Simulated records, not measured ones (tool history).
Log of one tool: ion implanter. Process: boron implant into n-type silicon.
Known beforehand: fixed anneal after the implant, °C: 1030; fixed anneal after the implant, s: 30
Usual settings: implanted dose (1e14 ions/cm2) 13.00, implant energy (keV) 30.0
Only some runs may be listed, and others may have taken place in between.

run   hour  implanted dose (1e14 ions/cm2)  implant energy (keV)  read-back reference wafer on the same gauge, sheet resistance  sheet resistance of the implanted and annealed layer (ohm/square)
  1    0.0                           15.39                  30.0                                                          71.46                                                              77.12
  2   17.7                           15.39                  30.0                                                          71.47                                                              76.56
  3   31.5                           15.39                  30.0                                                          71.45                                                              77.14
  4   55.7                           13.00                  30.0                                                          71.61                                                              88.37
  5   82.6                           13.00                  30.0                                                          71.63                                                              88.73
  6  114.8                           13.00                  30.0                                                          71.68                                                              89.39
  7  139.9                           13.00                  30.0                                                          71.92                                                              90.11
  8  158.7                           11.25                  30.0                                                          72.00                                                             100.90
  9  184.3                           11.85                  34.5                                                          71.91                                                              96.04
     206.5  -- Faraday cup replaced and dose calibrated
 10  207.0                            9.73                  22.5                                                          72.08                                                             116.94
 11  234.9                           14.28                  30.0                                                          72.35                                                              82.45
 12  250.4                            9.89                  39.0                                                          72.12                                                             111.11
 13  274.4                           14.11                  30.0                                                          72.42                                                              83.53
 14  289.3                           14.64                  25.5                                                          72.38                                                              82.43
     290.8  -- gauge calibrated
     302.0  -- extraction supply calibrated
 15  302.5                           15.50                  39.5                                                          71.49                                                              75.08
 16  323.5                           15.58                  30.0                                                          71.25                                                              76.03
 17  359.9                           10.00                  21.5                                                          71.37                                                             113.55
 18  393.4                           13.00                  30.0                                                          71.32                                                              88.89

Each row is a separate what-if for the run after 18, all from the same tool condition, not one after another. Results?
  A  393.8                           13.00                  30.0                                                              ?                                                                  ?
  B  393.8                           13.00                  19.5                                                              ?                                                                  ?
  C  393.8                           15.74                  33.5                                                              ?                                                                  ?
  D  393.8                           10.92                  40.0                                                              ?                                                                  ?

run  read-back reference wafer on the same gauge, sheet resistance  sheet resistance of the implanted and annealed layer (ohm/square)
  A                                                          71.39                                                              87.56
  B                                                          71.39                                                              90.86
  C                                                          71.39                                                              73.75
  D                                                          71.39                                                              99.61
Had the tool no hidden state, the same runs would have come out as:
run  sheet resistance of the implanted and annealed layer (ohm/square)
  A                                                              87.58
  B                                                              90.88
  C                                                              73.76
  D                                                              99.62
